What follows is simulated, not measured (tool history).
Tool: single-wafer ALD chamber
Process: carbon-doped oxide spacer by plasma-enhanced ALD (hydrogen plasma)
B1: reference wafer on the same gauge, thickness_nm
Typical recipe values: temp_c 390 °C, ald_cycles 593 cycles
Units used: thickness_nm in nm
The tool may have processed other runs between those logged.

Run 1, hour 0.0: usual settings but temp_c 401 °C, ald_cycles 511 cycles; B1 28.017. Result: thickness_nm 25.011 nm.
Run 2, hour 58.5: usual settings but temp_c 401 °C, ald_cycles 511 cycles; B1 27.990. Result: thickness_nm 24.905 nm.
Run 3, hour 115.6: usual settings but temp_c 401 °C, ald_cycles 511 cycles; B1 27.979. Result: thickness_nm 24.961 nm.
Run 4, hour 209.4: usual settings but ald_cycles 514 cycles; B1 27.909. Result: thickness_nm 25.098 nm.
Run 5, hour 284.8: usual settings but ald_cycles 514 cycles; B1 27.874. Result: thickness_nm 25.034 nm.
Run 6, hour 380.9: usual settings but temp_c 395 °C; B1 27.802. Result: thickness_nm 28.791 nm.
At hour 407.2: thermocouple changed; heater temperature recalibrated.
Run 7, hour 446.9: usual settings; B1 27.740. Result: thickness_nm 28.700 nm.
Run 8, hour 526.3: usual settings; B1 27.641. Result: thickness_nm 28.638 nm.
At hour 529.0: gauge calibrated.
Run 9, hour 593.3: usual settings; B1 28.155. Result: thickness_nm 29.074 nm.
Run 10, hour 659.4: usual settings but temp_c 397 °C, ald_cycles 515 cycles; B1 28.116. Result: thickness_nm 25.347 nm.
Run 11, hour 713.1: usual settings but temp_c 402 °C, ald_cycles 558 cycles; B1 28.122. Result: thickness_nm 27.331 nm.
Run 12, hour 801.8: usual settings but temp_c 394 °C, ald_cycles 701 cycles; B1 28.090. Result: thickness_nm 34.357 nm.
Run 13, hour 883.8: usual settings but temp_c 382 °C, ald_cycles 495 cycles; B1 28.049. Result: thickness_nm 24.316 nm.
Run 14, hour 935.2: usual settings but temp_c 380 °C, ald_cycles 637 cycles; B1 28.033. Result: thickness_nm 31.348 nm.

5 ways to go on from here, each from the tool as it stands after run 14. What would each give?
Run A, hour 936.5: usual settings but ald_cycles 702 cycles; B1 ?. Result: thickness_nm ?.
Run B, hour 936.5: usual settings but ald_cycles 691 cycles; B1 ?. Result: thickness_nm ?.
Run C, hour 936.5: usual settings but temp_c 398 °C; B1 ?. Result: thickness_nm ?.
Run D, hour 936.5: usual settings but temp_c 398 °C, ald_cycles 683 cycles; B1 ?. Result: thickness_nm ?.
Run E, hour 936.5: usual settings but temp_c 378 °C, ald_cycles 499 cycles; B1 ?. Result: thickness_nm ?.

run      B1  thickness_nm
  A  28.027        34.443
  B  28.027        33.904
  C  28.027        29.095
  D  28.027        33.511
  E  28.027        24.483
Take away the tool's hidden state, keep each run's random variation, and the runs would have read:
run  thickness_nm
  A        34.533
  B        33.992
  C        29.171
  D        33.598
  E        24.547
